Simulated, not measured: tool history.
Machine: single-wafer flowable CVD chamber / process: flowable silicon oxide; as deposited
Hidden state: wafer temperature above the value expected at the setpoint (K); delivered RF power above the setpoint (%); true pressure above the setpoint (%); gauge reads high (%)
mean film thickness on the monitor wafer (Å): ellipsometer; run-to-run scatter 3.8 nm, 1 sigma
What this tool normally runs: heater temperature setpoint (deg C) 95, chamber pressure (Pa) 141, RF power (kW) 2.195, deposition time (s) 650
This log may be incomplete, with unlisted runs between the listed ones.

run	day	heater temperature setpoint (deg C)	chamber pressure (Pa)	RF power (kW)	deposition time (s)	wafers since the last listed run	hours since the last thermocouple change	hours since the last RF generator calibration	hours since the last manometer calibration	hours since the showerhead was replaced	hours since the gauge calibration	read-back reference wafer on the same gauge, thickness_nm	mean film thickness on the monitor wafer (Å)
1	0.000	95	141	2.195	650	0	31.1	775.1	1436.8	3242.3	1381.7	675.118	7222.99
2	7.221	95	141	2.195	650	540	204.4	948.4	1610.1	3415.6	1555.0	675.532	7089.21
3	9.738	95	141	2.195	650	188	264.8	1008.8	1670.5	3476.0	1615.4	676.084	7124.92
4	11.754	95	141	2.600	650	150	313.2	1057.2	1718.9	3524.4	1663.8	674.868	7205.61
5	12.879	95	141	2.195	650	84	340.2	1084.2	1745.9	3551.4	1690.8	674.450	7071.61
6	15.200	95	141	2.195	650	173	395.9	1139.9	1801.6	3607.1	1746.5	675.765	6957.54
7	16.754	95	141	2.195	554	116	433.2	1177.2	1838.9	3644.4	1783.8	675.064	5970.02
8	19.700	95	151	1.795	569	220	503.9	1247.9	1909.6	3715.1	1854.5	675.513	6258.68
# day 21.021: capacitance manometer re-zeroed and calibrated
9	21.829	95	141	2.495	650	134	555.0	1299.0	19.4	3766.2	1905.6	675.357	7034.95
10	23.267	110	141	2.195	732	107	589.5	1333.5	53.9	3800.7	1940.1	675.169	5132.48
# day 24.725: gauge calibrated
11	24.850	95	141	2.600	650	118	627.5	1371.5	91.9	3838.7	3.0	675.442	7104.89
# day 26.042: RF generator calibrated
12	26.708	87	141	2.195	564	114	672.1	16.0	136.5	3883.3	47.6	675.244	7629.05
13	29.525	95	123	2.470	650	210	739.7	83.6	204.1	3950.9	115.2	675.337	6142.54
14	30.712	85	125	2.060	758	88	768.2	112.1	232.6	3979.4	143.7	674.477	9292.36
15	33.688	95	141	2.195	650	222	839.6	183.5	304.0	4050.8	215.1	674.464	6963.03
16	36.525	95	141	2.195	650	212	907.7	251.6	372.1	4118.9	283.2	675.068	6903.26
# day 37.779: showerhead replaced
17	38.867	103	141	2.195	687	150	963.9	307.8	428.3	26.1	339.4	675.104	5843.92
18	40.754	90	152	2.195	529	141	1009.2	353.1	473.6	71.4	384.7	674.838	7002.68
19	46.029	95	141	2.465	650	394	1135.8	479.7	600.2	198.0	511.3	674.737	6980.02
20	48.425	108	159	1.975	532	179	1193.3	537.2	657.7	255.5	568.8	674.522	4247.45
21	49.792	87	164	1.810	650	102	1226.1	570.0	690.5	288.3	601.6	673.789	9695.01
# day 51.212: thermocouple changed; heater temperature recalibrated
22	51.771	95	141	2.195	650	123	13.4	617.5	738.0	335.8	649.1	674.720	7255.29
23	54.688	90	117	2.195	726	218	83.4	687.5	808.0	405.8	719.1	675.257	7630.42
24	58.796	88	141	2.195	650	307	182.0	786.1	906.6	504.4	817.7	675.382	8667.53
25	60.983	95	111	2.195	650	163	234.5	838.6	959.1	556.9	870.2	673.789	5435.47
26	62.583	95	141	2.445	552	119	272.9	877.0	997.5	595.3	908.6	675.103	6062.85
27	64.012	95	169	1.855	650	106	307.2	911.3	1031.8	629.6	942.9	675.221	8149.82

Difference, measured minus no-hidden-state, one row per run. Run-to-run variation is common to both terms; the gauge's own scatter need not be:
run	mean film thickness on the monitor wafer (Å)
1	+27.01
2	-93.77
3	-126.74
4	-151.54
5	-160.50
6	-179.74
7	-165.54
8	-193.52
9	-231.68
10	-173.28
11	-251.69
12	-248.56
13	-236.92
14	-326.35
15	-283.95
16	-290.12
17	-256.20
18	-312.65
19	-314.48
20	-193.18
21	-393.97
22	+10.26
23	-51.12
24	-121.52
25	-109.24
26	-138.76
27	-205.28
